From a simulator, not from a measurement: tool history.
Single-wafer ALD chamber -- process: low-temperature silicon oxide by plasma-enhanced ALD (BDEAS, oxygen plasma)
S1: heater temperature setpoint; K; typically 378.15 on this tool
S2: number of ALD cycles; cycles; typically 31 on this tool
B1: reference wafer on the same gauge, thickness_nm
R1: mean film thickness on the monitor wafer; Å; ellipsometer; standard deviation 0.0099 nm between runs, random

Run 1, hour 0: usual settings; B1 4.25. Result: R1 39.56 Å.
Run 2, hour 78: usual settings but S2 33 cycles; B1 4.25. Result: R1 42.13 Å.
Run 3, hour 309.1: usual settings but S2 34 cycles; B1 4.249. Result: R1 43.44 Å.
Run 4, hour 383.8: usual settings but S2 34 cycles; B1 4.252. Result: R1 43.36 Å.
Run 5, hour 461.9: usual settings but S1 368.15 K; B1 4.251. Result: R1 40.45 Å.
Run 6, hour 551.6: usual settings but S1 368.15 K; B1 4.247. Result: R1 40.41 Å.
Run 7, hour 588.1: usual settings but S1 368.15 K; B1 4.251. Result: R1 40.49 Å.
Run 8, hour 680.1: usual settings; B1 4.252. Result: R1 39.48 Å.
Run 9, hour 756.1: usual settings; B1 4.248. Result: R1 39.5 Å.
Run 10, hour 800.2: usual settings; B1 4.25. Result: R1 39.43 Å.
Run 11, hour 869.4: usual settings; B1 4.25. Result: R1 39.68 Å.
Run 12, hour 931.9: usual settings; B1 4.25. Result: R1 39.51 Å.
Run 13, hour 1004.1: usual settings; B1 4.249. Result: R1 39.5 Å.
Run 14, hour 1111.9: usual settings; B1 4.252. Result: R1 39.37 Å.
Run 15, hour 1216: usual settings; B1 4.25. Result: R1 39.52 Å.
Run 16, hour 1322.5: usual settings; B1 4.249. Result: R1 39.29 Å.
Run 17, hour 1424.9: usual settings; B1 4.25. Result: R1 39.23 Å.
Run 18, hour 1462.4: usual settings but S1 367.15 K, S2 27 cycles; B1 4.248. Result: R1 34.81 Å.
At hour 1701.7: thermocouple changed; heater temperature recalibrated.
Run 19, hour 1733.1: usual settings but S1 367.15 K, S2 27 cycles; B1 4.25. Result: R1 35.45 Å.
Run 20, hour 1783.2: usual settings but S2 28 cycles; B1 4.249. Result: R1 35.77 Å.
Run 21, hour 1845.4: usual settings but S1 367.15 K, S2 27 cycles; B1 4.251. Result: R1 35.29 Å.
Run 22, hour 1922: usual settings but S1 384.15 K, S2 35 cycles; B1 4.249. Result: R1 44.25 Å.
Run 23, hour 1990.8: usual settings; B1 4.249. Result: R1 39.65 Å.
Run 24, hour 2052.4: usual settings; B1 4.253. Result: R1 39.55 Å.
Run 25, hour 2144.2: usual settings but S1 367.15 K, S2 28 cycles; B1 4.249. Result: R1 36.43 Å.
Run 26, hour 2187.7: usual settings but S1 389.15 K, S2 36 cycles; B1 4.251. Result: R1 45.15 Å.
At hour 2249.8: gauge calibrated.
Run 27, hour 2284.5: usual settings but S1 385.15 K, S2 26 cycles; B1 4.25. Result: R1 32.82 Å.
Run 28, hour 2341.7: usual settings; B1 4.249. Result: R1 39.62 Å.
Run 29, hour 2432.3: usual settings; B1 4.252. Result: R1 39.48 Å.
Run 30, hour 2469.6: usual settings but S1 382.15 K, S2 33 cycles; B1 4.249. Result: R1 41.79 Å.
Run 31, hour 2516.6: usual settings but S1 392.15 K, S2 28 cycles; B1 4.248. Result: R1 34.9 Å.
Run 32, hour 2617: usual settings but S1 393.15 K; B1 4.249. Result: R1 38.57 Å.
Run 33, hour 2653.2: usual settings but S1 384.15 K, S2 27 cycles; B1 4.252. Result: R1 33.86 Å.
Run 34, hour 2746.7: usual settings but S1 386.15 K, S2 36 cycles; B1 4.247. Result: R1 45.19 Å.
Run 35, hour 2820.1: usual settings but S1 389.15 K, S2 34 cycles; B1 4.253. Result: R1 42.43 Å.
Run 36, hour 2862.7: usual settings but S1 392.15 K, S2 28 cycles; B1 4.249. Result: R1 34.81 Å.
Run 37, hour 2965.2: usual settings but S1 371.15 K, S2 36 cycles; B1 4.25. Result: R1 46.19 Å.
Run 38, hour 3054: usual settings; B1 4.25. Result: R1 39.23 Å.
Run 39, hour 3140.6: usual settings but S1 369.15 K; B1 4.254. Result: R1 39.85 Å.
Run 40, hour 3222.1: usual settings but S1 374.15 K, S2 28 cycles; B1 4.249. Result: R1 35.41 Å.

Forecast each of these 5 alternatives for the next run:
Run A, hour 3222.6: usual settings; B1 ?. Result: R1 ?.
Run B, hour 3222.6: usual settings but S1 365.15 K, S2 29 cycles; B1 ?. Result: R1 ?.
Run C, hour 3222.6: usual settings but S1 382.15 K, S2 35 cycles; B1 ?. Result: R1 ?.
Run D, hour 3222.6: usual settings but S2 26 cycles; B1 ?. Result: R1 ?.
Run E, hour 3222.6: usual settings but S1 389.15 K, S2 29 cycles; B1 ?. Result: R1 ?.

run     B1     R1
  A  4.247   39.2
  B  4.247  37.45
  C  4.247  43.97
  D  4.247  32.87
  E  4.247  36.01
Take away the tool's hidden state, keep each run's random variation, and the runs would have read:
run     R1
  A  39.65
  B   38.3
  C  44.48
  D  33.26
  E  36.44

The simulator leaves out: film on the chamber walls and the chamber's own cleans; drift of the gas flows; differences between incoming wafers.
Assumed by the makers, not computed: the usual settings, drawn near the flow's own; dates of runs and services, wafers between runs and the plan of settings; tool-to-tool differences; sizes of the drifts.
